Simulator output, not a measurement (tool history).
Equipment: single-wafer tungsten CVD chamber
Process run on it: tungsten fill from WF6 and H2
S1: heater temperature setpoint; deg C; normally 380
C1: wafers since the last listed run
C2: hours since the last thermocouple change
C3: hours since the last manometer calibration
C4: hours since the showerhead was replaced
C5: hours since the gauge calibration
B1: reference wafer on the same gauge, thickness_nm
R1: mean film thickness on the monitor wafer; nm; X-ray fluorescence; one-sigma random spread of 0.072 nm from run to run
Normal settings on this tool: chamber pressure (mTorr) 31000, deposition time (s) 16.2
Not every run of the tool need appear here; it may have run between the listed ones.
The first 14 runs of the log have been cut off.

-- hour=322.5 thermocouple changed; heater temperature recalibrated
run 15 hour=323.0 | S1=380 chamber_pressure_(mTorr)=31000 deposition_time_(s)=14.0 | C1=544 C2=0.5 C3=2441.4 C4=72.5 C5=208.0 | B1=28.893 | R1=26.477
run 16 hour=357.3 | S1=374 chamber_pressure_(mTorr)=38100 deposition_time_(s)=14.7 | C1=856 C2=34.8 C3=2475.7 C4=106.8 C5=242.3 | B1=28.903 | R1=28.254
run 17 hour=379.4 | S1=388 chamber_pressure_(mTorr)=31000 deposition_time_(s)=18.1 | C1=552 C2=56.9 C3=2497.8 C4=128.9 C5=264.4 | B1=28.909 | R1=39.421
run 18 hour=410.2 | S1=380 chamber_pressure_(mTorr)=31000 deposition_time_(s)=14.8 | C1=769 C2=87.7 C3=2528.6 C4=159.7 C5=295.2 | B1=28.902 | R1=28.044
run 19 hour=437.6 | S1=380 chamber_pressure_(mTorr)=31000 deposition_time_(s)=16.2 | C1=684 C2=115.1 C3=2556.0 C4=187.1 C5=322.6 | B1=28.884 | R1=30.786
run 20 hour=456.4 | S1=380 chamber_pressure_(mTorr)=31000 deposition_time_(s)=16.2 | C1=469 C2=133.9 C3=2574.8 C4=205.9 C5=341.4 | B1=28.904 | R1=30.598
run 21 hour=479.3 | S1=375 chamber_pressure_(mTorr)=25800 deposition_time_(s)=13.7 | C1=572 C2=156.8 C3=2597.7 C4=228.8 C5=364.3 | B1=28.882 | R1=21.102
run 22 hour=495.2 | S1=369 chamber_pressure_(mTorr)=23800 deposition_time_(s)=19.1 | C1=397 C2=172.7 C3=2613.6 C4=244.7 C5=380.2 | B1=28.881 | R1=25.087
-- hour=518.9 capacitance manometer re-zeroed and calibrated
run 23 hour=522.0 | S1=368 chamber_pressure_(mTorr)=25100 deposition_time_(s)=13.8 | C1=469 C2=199.5 C3=3.1 C4=271.5 C5=407.0 | B1=28.917 | R1=18.306
run 24 hour=540.9 | S1=380 chamber_pressure_(mTorr)=31000 deposition_time_(s)=16.2 | C1=472 C2=218.4 C3=22.0 C4=290.4 C5=425.9 | B1=28.898 | R1=30.658
run 25 hour=568.4 | S1=380 chamber_pressure_(mTorr)=31000 deposition_time_(s)=16.2 | C1=687 C2=245.9 C3=49.5 C4=317.9 C5=453.4 | B1=28.908 | R1=30.577
run 26 hour=597.2 | S1=394 chamber_pressure_(mTorr)=31000 deposition_time_(s)=18.3 | C1=719 C2=274.7 C3=78.3 C4=346.7 C5=482.2 | B1=28.894 | R1=44.154
run 27 hour=620.6 | S1=380 chamber_pressure_(mTorr)=27100 deposition_time_(s)=16.2 | C1=584 C2=298.1 C3=101.7 C4=370.1 C5=505.6 | B1=28.892 | R1=28.183
run 28 hour=644.1 | S1=380 chamber_pressure_(mTorr)=24700 deposition_time_(s)=16.2 | C1=587 C2=321.6 C3=125.2 C4=393.6 C5=529.1 | B1=28.905 | R1=26.510
run 29 hour=669.6 | S1=380 chamber_pressure_(mTorr)=31000 deposition_time_(s)=16.2 | C1=637 C2=347.1 C3=150.7 C4=419.1 C5=554.6 | B1=28.892 | R1=30.597
run 30 hour=704.4 | S1=380 chamber_pressure_(mTorr)=26300 deposition_time_(s)=15.4 | C1=869 C2=381.9 C3=185.5 C4=453.9 C5=589.4 | B1=28.904 | R1=26.345
run 31 hour=737.5 | S1=380 chamber_pressure_(mTorr)=31000 deposition_time_(s)=16.2 | C1=826 C2=415.0 C3=218.6 C4=487.0 C5=622.5 | B1=28.913 | R1=30.619
run 32 hour=771.3 | S1=380 chamber_pressure_(mTorr)=31000 deposition_time_(s)=16.2 | C1=844 C2=448.8 C3=252.4 C4=520.8 C5=656.3 | B1=28.906 | R1=30.569
run 33 hour=800.2 | S1=380 chamber_pressure_(mTorr)=31000 deposition_time_(s)=16.2 | C1=721 C2=477.7 C3=281.3 C4=549.7 C5=685.2 | B1=28.894 | R1=30.470

Forecast each of these 5 alternatives for the next run:
run A hour=800.6 | S1=380 chamber_pressure_(mTorr)=31000 deposition_time_(s)=13.3 | C1=9 C2=478.1 C3=281.7 C4=550.1 C5=685.6 | B1=? | R1=?
run B hour=800.6 | S1=389 chamber_pressure_(mTorr)=35800 deposition_time_(s)=14.1 | C1=9 C2=478.1 C3=281.7 C4=550.1 C5=685.6 | B1=? | R1=?
run C hour=800.6 | S1=376 chamber_pressure_(mTorr)=31000 deposition_time_(s)=17.7 | C1=9 C2=478.1 C3=281.7 C4=550.1 C5=685.6 | B1=? | R1=?
run D hour=800.6 | S1=365 chamber_pressure_(mTorr)=35600 deposition_time_(s)=19.1 | C1=9 C2=478.1 C3=281.7 C4=550.1 C5=685.6 | B1=? | R1=?
run E hour=800.6 | S1=380 chamber_pressure_(mTorr)=36200 deposition_time_(s)=14.6 | C1=9 C2=478.1 C3=281.7 C4=550.1 C5=685.6 | B1=? | R1=?

run=A B1=28.894 R1=25.149
run=B B1=28.894 R1=33.970
run=C B1=28.894 R1=31.176
run=D B1=28.894 R1=29.776
run=E B1=28.894 R1=30.241
With no hidden state in the tool, these same runs would have given:
run=A R1=25.149
run=B R1=33.970
run=C R1=31.176
run=D R1=29.776
run=E R1=30.241
